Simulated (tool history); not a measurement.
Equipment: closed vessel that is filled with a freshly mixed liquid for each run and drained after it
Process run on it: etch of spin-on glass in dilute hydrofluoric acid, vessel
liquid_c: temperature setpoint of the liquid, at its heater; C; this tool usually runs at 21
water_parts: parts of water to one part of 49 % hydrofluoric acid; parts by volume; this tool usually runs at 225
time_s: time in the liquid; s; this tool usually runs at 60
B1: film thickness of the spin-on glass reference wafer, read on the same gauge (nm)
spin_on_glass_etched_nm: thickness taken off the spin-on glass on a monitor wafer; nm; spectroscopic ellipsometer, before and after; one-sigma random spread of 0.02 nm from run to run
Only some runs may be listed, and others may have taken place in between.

{"run": 1, "hour": 0.0, "liquid_c": 21, "water_parts": 225, "time_s": 60, "B1": 79.998, "spin_on_glass_etched_nm": 5.739}
{"run": 2, "hour": 16.4, "liquid_c": 21, "water_parts": 225, "time_s": 60, "B1": 80, "spin_on_glass_etched_nm": 5.717}
{"run": 3, "hour": 28.6, "liquid_c": 21, "water_parts": 225, "time_s": 60, "B1": 80.003, "spin_on_glass_etched_nm": 5.689}
{"run": 4, "hour": 36.5, "liquid_c": 21, "water_parts": 225, "time_s": 60, "B1": 80.003, "spin_on_glass_etched_nm": 5.749}
{"run": 5, "hour": 49.8, "liquid_c": 21, "water_parts": 225, "time_s": 85, "B1": 80.013, "spin_on_glass_etched_nm": 8.106}
{"run": 6, "hour": 56.2, "liquid_c": 21, "water_parts": 225, "time_s": 60, "B1": 79.993, "spin_on_glass_etched_nm": 5.73}
{"hour": 69.8, "done": "hydrofluoric acid flow meter replaced"}
{"hour": 91.3, "done": "thermometer replaced"}
{"run": 7, "hour": 103.7, "liquid_c": 21, "water_parts": 225, "time_s": 60, "B1": 79.995, "spin_on_glass_etched_nm": 5.006}
{"run": 8, "hour": 113.5, "liquid_c": 21, "water_parts": 225, "time_s": 60, "B1": 79.995, "spin_on_glass_etched_nm": 4.964}
{"run": 9, "hour": 121.1, "liquid_c": 21, "water_parts": 225, "time_s": 60, "B1": 79.995, "spin_on_glass_etched_nm": 5.007}
{"run": 10, "hour": 128.8, "liquid_c": 17.5, "water_parts": 225, "time_s": 70, "B1": 80.006, "spin_on_glass_etched_nm": 5.104}
{"run": 11, "hour": 145.1, "liquid_c": 21, "water_parts": 130, "time_s": 45, "B1": 80.025, "spin_on_glass_etched_nm": 7.173}
{"run": 12, "hour": 157.7, "liquid_c": 21, "water_parts": 175, "time_s": 30, "B1": 80.01, "spin_on_glass_etched_nm": 3.369}
{"hour": 159.1, "done": "gauge calibrated"}
{"run": 13, "hour": 174.1, "liquid_c": 18, "water_parts": 260, "time_s": 45, "B1": 80.005, "spin_on_glass_etched_nm": 2.795}
{"run": 14, "hour": 185.8, "liquid_c": 21, "water_parts": 295, "time_s": 50, "B1": 79.988, "spin_on_glass_etched_nm": 2.978}
{"run": 15, "hour": 202.3, "liquid_c": 23, "water_parts": 320, "time_s": 90, "B1": 79.991, "spin_on_glass_etched_nm": 5.246}

For some of the steps in spin_on_glass_etched_nm from one run to the next: how much would appear even if the tool had no hidden state, given the settings, what came in and random variation, and how much remains for the hidden state plus any gauge scatter that the measured result and the result without hidden state don't share?
The tool's hidden condition here consists of: liquid colder than its thermometer reads (K); hydrofluoric acid flow above the setpoint (%); gauge reads high (%).
Run 6 -> 7: hydrofluoric acid flow meter replaced, thermometer replaced. spin_on_glass_etched_nm -0.724 nm: hidden state -0.735, all else +0.011.
Run 11 -> 12: water_parts 130 -> 175, time_s 45 -> 30. spin_on_glass_etched_nm -3.804 nm: hidden state -0.038, all else -3.766.
